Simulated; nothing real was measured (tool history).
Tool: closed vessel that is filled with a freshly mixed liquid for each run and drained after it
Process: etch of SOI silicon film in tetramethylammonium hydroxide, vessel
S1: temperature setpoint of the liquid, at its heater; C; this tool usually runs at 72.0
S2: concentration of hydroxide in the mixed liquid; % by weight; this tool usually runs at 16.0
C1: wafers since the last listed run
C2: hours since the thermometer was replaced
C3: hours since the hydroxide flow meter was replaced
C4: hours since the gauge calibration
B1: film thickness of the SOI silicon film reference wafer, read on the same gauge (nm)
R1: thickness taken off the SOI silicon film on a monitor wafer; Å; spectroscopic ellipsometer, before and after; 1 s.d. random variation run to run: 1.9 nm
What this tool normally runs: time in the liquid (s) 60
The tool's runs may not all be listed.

{"run": 1, "hour": 0.0, "S1": 72.0, "S2": 16.0, "time in the liquid (s)": 60, "C1": 0, "C2": 1370.3, "C3": 1486.8, "C4": 609.9, "B1": 39.98, "R1": 3734.9}
{"run": 2, "hour": 38.8, "S1": 72.0, "S2": 16.0, "time in the liquid (s)": 60, "C1": 2630, "C2": 1409.1, "C3": 1525.6, "C4": 648.7, "B1": 40.01, "R1": 3725.2}
{"run": 3, "hour": 67.4, "S1": 72.0, "S2": 16.0, "time in the liquid (s)": 60, "C1": 1938, "C2": 1437.7, "C3": 1554.2, "C4": 677.3, "B1": 40.02, "R1": 3762.3}
{"run": 4, "hour": 126.7, "S1": 72.0, "S2": 16.0, "time in the liquid (s)": 60, "C1": 4020, "C2": 1497.0, "C3": 1613.5, "C4": 736.6, "B1": 39.99, "R1": 3703.5}
{"hour": 159.5, "done": "gauge calibrated"}
{"run": 5, "hour": 184.4, "S1": 67.5, "S2": 16.0, "time in the liquid (s)": 45, "C1": 3911, "C2": 1554.7, "C3": 1671.2, "C4": 24.9, "B1": 40.0, "R1": 2128.5}
{"run": 6, "hour": 215.3, "S1": 67.5, "S2": 16.0, "time in the liquid (s)": 45, "C1": 2094, "C2": 1585.6, "C3": 1702.1, "C4": 55.8, "B1": 39.98, "R1": 2125.5}
{"run": 7, "hour": 286.5, "S1": 67.5, "S2": 16.0, "time in the liquid (s)": 45, "C1": 4826, "C2": 1656.8, "C3": 1773.3, "C4": 127.0, "B1": 40.0, "R1": 2111.7}
{"run": 8, "hour": 313.4, "S1": 72.0, "S2": 16.0, "time in the liquid (s)": 35, "C1": 1823, "C2": 1683.7, "C3": 1800.2, "C4": 153.9, "B1": 40.02, "R1": 2152.4}
{"run": 9, "hour": 347.3, "S1": 72.0, "S2": 16.0, "time in the liquid (s)": 60, "C1": 2298, "C2": 1717.6, "C3": 1834.1, "C4": 187.8, "B1": 39.98, "R1": 3679.9}
{"run": 10, "hour": 409.6, "S1": 72.0, "S2": 16.0, "time in the liquid (s)": 60, "C1": 4223, "C2": 1779.9, "C3": 1896.4, "C4": 250.1, "B1": 39.99, "R1": 3646.7}
{"run": 11, "hour": 538.9, "S1": 72.0, "S2": 16.0, "time in the liquid (s)": 60, "C1": 8765, "C2": 1909.2, "C3": 2025.7, "C4": 379.4, "B1": 39.99, "R1": 3678.8}
{"run": 12, "hour": 601.9, "S1": 72.0, "S2": 16.0, "time in the liquid (s)": 60, "C1": 4270, "C2": 1972.2, "C3": 2088.7, "C4": 442.4, "B1": 39.95, "R1": 3627.6}
{"hour": 617.5, "done": "hydroxide flow meter replaced"}
{"run": 13, "hour": 653.4, "S1": 72.0, "S2": 16.0, "time in the liquid (s)": 60, "C1": 3423, "C2": 2023.7, "C3": 35.9, "C4": 493.9, "B1": 40.0, "R1": 3726.0}
{"run": 14, "hour": 681.5, "S1": 72.0, "S2": 16.0, "time in the liquid (s)": 60, "C1": 1904, "C2": 2051.8, "C3": 64.0, "C4": 522.0, "B1": 39.97, "R1": 3766.5}
{"run": 15, "hour": 726.7, "S1": 72.0, "S2": 16.0, "time in the liquid (s)": 60, "C1": 3064, "C2": 2097.0, "C3": 109.2, "C4": 567.2, "B1": 40.02, "R1": 3762.6}
{"hour": 743.4, "done": "thermometer replaced"}
{"run": 16, "hour": 757.2, "S1": 72.0, "S2": 19.5, "time in the liquid (s)": 60, "C1": 1999, "C2": 13.8, "C3": 139.7, "C4": 597.7, "B1": 39.99, "R1": 3744.6}
{"run": 17, "hour": 819.9, "S1": 72.0, "S2": 16.0, "time in the liquid (s)": 70, "C1": 4250, "C2": 76.5, "C3": 202.4, "C4": 660.4, "B1": 39.99, "R1": 4660.5}
{"run": 18, "hour": 857.1, "S1": 72.0, "S2": 16.0, "time in the liquid (s)": 60, "C1": 2521, "C2": 113.7, "C3": 239.6, "C4": 697.6, "B1": 39.98, "R1": 4012.9}
{"run": 19, "hour": 881.4, "S1": 80.0, "S2": 20.5, "time in the liquid (s)": 30, "C1": 1647, "C2": 138.0, "C3": 263.9, "C4": 721.9, "B1": 39.99, "R1": 2850.8}
{"run": 20, "hour": 906.2, "S1": 77.5, "S2": 11.5, "time in the liquid (s)": 95, "C1": 1681, "C2": 162.8, "C3": 288.7, "C4": 746.7, "B1": 40.02, "R1": 9993.9}
{"run": 21, "hour": 941.5, "S1": 72.0, "S2": 16.0, "time in the liquid (s)": 60, "C1": 2393, "C2": 198.1, "C3": 324.0, "C4": 782.0, "B1": 39.99, "R1": 4012.5}
{"hour": 963.3, "done": "gauge calibrated"}
{"run": 22, "hour": 976.9, "S1": 72.0, "S2": 16.0, "time in the liquid (s)": 60, "C1": 2399, "C2": 233.5, "C3": 359.4, "C4": 13.6, "B1": 40.0, "R1": 3998.9}
{"run": 23, "hour": 1089.2, "S1": 72.0, "S2": 19.0, "time in the liquid (s)": 30, "C1": 7612, "C2": 345.8, "C3": 471.7, "C4": 125.9, "B1": 40.0, "R1": 1853.6}
{"run": 24, "hour": 1128.7, "S1": 79.0, "S2": 12.5, "time in the liquid (s)": 80, "C1": 2677, "C2": 385.3, "C3": 511.2, "C4": 165.4, "B1": 39.98, "R1": 8799.7}
{"run": 25, "hour": 1157.8, "S1": 65.0, "S2": 16.0, "time in the liquid (s)": 45, "C1": 1972, "C2": 414.4, "C3": 540.3, "C4": 194.5, "B1": 39.99, "R1": 1942.7}
{"run": 26, "hour": 1182.9, "S1": 70.0, "S2": 14.0, "time in the liquid (s)": 75, "C1": 1701, "C2": 439.5, "C3": 565.4, "C4": 219.6, "B1": 40.0, "R1": 4587.8}
{"run": 27, "hour": 1224.3, "S1": 72.0, "S2": 16.0, "time in the liquid (s)": 60, "C1": 2806, "C2": 480.9, "C3": 606.8, "C4": 261.0, "B1": 40.01, "R1": 3914.0}
{"run": 28, "hour": 1251.3, "S1": 77.5, "S2": 19.5, "time in the liquid (s)": 95, "C1": 1830, "C2": 507.9, "C3": 633.8, "C4": 288.0, "B1": 39.99, "R1": 7814.6}
{"run": 29, "hour": 1283.9, "S1": 72.0, "S2": 16.0, "time in the liquid (s)": 80, "C1": 2209, "C2": 540.5, "C3": 666.4, "C4": 320.6, "B1": 39.96, "R1": 5221.7}
{"run": 30, "hour": 1325.0, "S1": 70.0, "S2": 14.0, "time in the liquid (s)": 75, "C1": 2786, "C2": 581.6, "C3": 707.5, "C4": 361.7, "B1": 40.03, "R1": 4538.9}

Below, some changes in R1 between adjacent runs. For each, the amount present without the hidden state too (settings, incoming material, random variation) and the amount remaining for the hidden state with gauge scatter not shared by both compared results:
Unlogged tool condition in this case: liquid colder than its thermometer reads (K); hydroxide flow above the setpoint (%); gauge reads high (%).
Run 15 -> 16: S2 16.0 -> 19.5, thermometer replaced. R1 -18.0 Å: hidden state +279.4, all else -297.4.
Run 19 -> 20: S1 80.0 -> 77.5, S2 20.5 -> 11.5, time in the liquid (s) 30 -> 95. R1 +7143.1 Å: hidden state -150.5, all else +7293.6.
Run 23 -> 24: S1 72.0 -> 79.0, S2 19.0 -> 12.5, time in the liquid (s) 30 -> 80. R1 +6946.1 Å: hidden state -239.7, all else +7185.8.
Run 24 -> 25: S1 79.0 -> 65.0, S2 12.5 -> 16.0, time in the liquid (s) 80 -> 45. R1 -6857.0 Å: hidden state +232.7, all else -7089.7.
